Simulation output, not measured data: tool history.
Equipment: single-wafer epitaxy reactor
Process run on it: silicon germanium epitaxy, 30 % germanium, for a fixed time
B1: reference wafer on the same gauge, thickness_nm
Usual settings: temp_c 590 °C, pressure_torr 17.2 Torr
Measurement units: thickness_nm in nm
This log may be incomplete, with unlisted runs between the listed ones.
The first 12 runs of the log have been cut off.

Run 13, hour 883.8: usual settings but pressure_torr 18.3 Torr; B1 47.312. Result: thickness_nm 42.302 nm.
Run 14, hour 957.6: usual settings; B1 47.264. Result: thickness_nm 41.590 nm.
At hour 982.6: pyrometer calibrated.
Run 15, hour 1002.8: usual settings; B1 47.337. Result: thickness_nm 42.928 nm.
At hour 1075.0: gauge calibrated.
Run 16, hour 1102.5: usual settings; B1 47.311. Result: thickness_nm 42.602 nm.
At hour 1129.9: capacitance manometer re-zeroed and calibrated.
Run 17, hour 1187.1: usual settings but temp_c 582 °C; B1 47.289. Result: thickness_nm 37.116 nm.
Run 18, hour 1258.2: usual settings but temp_c 578 °C; B1 47.317. Result: thickness_nm 34.823 nm.
Run 19, hour 1345.5: usual settings but temp_c 599 °C, pressure_torr 20.4 Torr; B1 47.286. Result: thickness_nm 52.125 nm.
Run 20, hour 1391.8: usual settings but pressure_torr 20.0 Torr; B1 47.308. Result: thickness_nm 44.348 nm.
Run 21, hour 1486.1: usual settings; B1 47.321. Result: thickness_nm 42.081 nm.
Run 22, hour 1580.1: usual settings but temp_c 575 °C; B1 47.289. Result: thickness_nm 32.592 nm.
Run 23, hour 1655.0: usual settings but pressure_torr 20.1 Torr; B1 47.375. Result: thickness_nm 43.898 nm.
Run 24, hour 1728.2: usual settings; B1 47.329. Result: thickness_nm 41.618 nm.
Run 25, hour 1807.8: usual settings but pressure_torr 20.7 Torr; B1 47.267. Result: thickness_nm 44.412 nm.
At hour 1893.2: showerhead replaced.
Run 26, hour 1893.7: usual settings but temp_c 595 °C, pressure_torr 19.1 Torr; B1 47.338. Result: thickness_nm 46.853 nm.
Run 27, hour 1952.2: usual settings but temp_c 586 °C, pressure_torr 13.4 Torr; B1 47.293. Result: thickness_nm 35.990 nm.
Run 28, hour 1992.9: usual settings but temp_c 599 °C, pressure_torr 20.4 Torr; B1 47.245. Result: thickness_nm 50.943 nm.
Run 29, hour 2057.5: usual settings but temp_c 585 °C, pressure_torr 19.0 Torr; B1 47.266. Result: thickness_nm 39.597 nm.
Run 30, hour 2156.8: usual settings but temp_c 605 °C; B1 47.277. Result: thickness_nm 52.934 nm.
Run 31, hour 2260.6: usual settings; B1 47.242. Result: thickness_nm 41.575 nm.
Run 32, hour 2297.5: usual settings but temp_c 599 °C, pressure_torr 13.8 Torr; B1 47.344. Result: thickness_nm 44.765 nm.
Run 33, hour 2351.1: usual settings but temp_c 603 °C, pressure_torr 14.9 Torr; B1 47.275. Result: thickness_nm 48.941 nm.
At hour 2398.8: gauge calibrated.
Run 34, hour 2399.1: usual settings but temp_c 602 °C, pressure_torr 14.4 Torr; B1 47.345. Result: thickness_nm 47.415 nm.

Here are 5 independent what-if runs from the current tool condition. What would each one return?
Run A, hour 2399.5: usual settings; B1 ?. Result: thickness_nm ?.
Run B, hour 2399.5: usual settings but temp_c 579 °C; B1 ?. Result: thickness_nm ?.
Run C, hour 2399.5: usual settings but temp_c 576 °C; B1 ?. Result: thickness_nm ?.
Run D, hour 2399.5: usual settings but temp_c 602 °C, pressure_torr 18.6 Torr; B1 ?. Result: thickness_nm ?.
Run E, hour 2399.5: usual settings but temp_c 581 °C, pressure_torr 14.1 Torr; B1 ?. Result: thickness_nm ?.

run      B1  thickness_nm
  A  47.381        41.529
  B  47.381        34.558
  C  47.381        32.845
  D  47.381        51.828
  E  47.381        33.536
With the hidden condition removed and each run's random variation left untouched, the same runs would have given:
run  thickness_nm
  A        42.913
  B        35.737
  C        33.972
  D        53.513
  E        34.675
